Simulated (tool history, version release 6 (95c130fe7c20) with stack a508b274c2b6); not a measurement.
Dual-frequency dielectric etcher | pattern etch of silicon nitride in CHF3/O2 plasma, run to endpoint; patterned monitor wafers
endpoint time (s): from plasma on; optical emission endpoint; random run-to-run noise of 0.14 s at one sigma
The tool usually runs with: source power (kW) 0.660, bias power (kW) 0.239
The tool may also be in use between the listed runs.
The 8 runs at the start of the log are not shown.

run	day	source power (kW)	bias power (kW)	incoming incoming film thickness, nm	endpoint time (s)
9	30.992	0.770	0.203	62.3	33.0
10	34.029	0.770	0.203	62.8	33.2
11	37.388	0.580	0.225	62.7	37.8
12	39.496	0.580	0.225	62.0	37.2
13	41.042	0.580	0.225	62.4	37.6
# day 43.033: wet clean of the chamber
14	45.542	0.660	0.201	62.8	36.1
# day 46.971: bias power generator calibrated
15	47.938	0.660	0.201	62.6	36.1
16	50.625	0.660	0.201	62.4	35.8
17	52.367	0.660	0.239	62.5	34.9
18	55.708	0.770	0.239	62.1	31.9
19	58.367	0.540	0.200	62.3	40.0
# day 62.358: wet clean of the chamber
20	62.379	0.660	0.255	62.5	34.5
21	64.096	0.540	0.200	62.7	40.3
22	67.008	0.720	0.195	62.1	34.6
23	69.983	0.660	0.239	63.0	35.1
# day 71.121: source power generator calibrated
24	71.654	0.800	0.291	61.5	29.2
25	74.746	0.560	0.239	62.4	37.1

Run 26 comes next. What will it give?
# day 77.446: upper electrode replaced
26	77.467	0.750	0.266	61.9	?

endpoint time (s): 31.0
Take away the tool's hidden state, keep the run-to-run variation as it was, and the same run would have given endpoint time (s) 30.9.
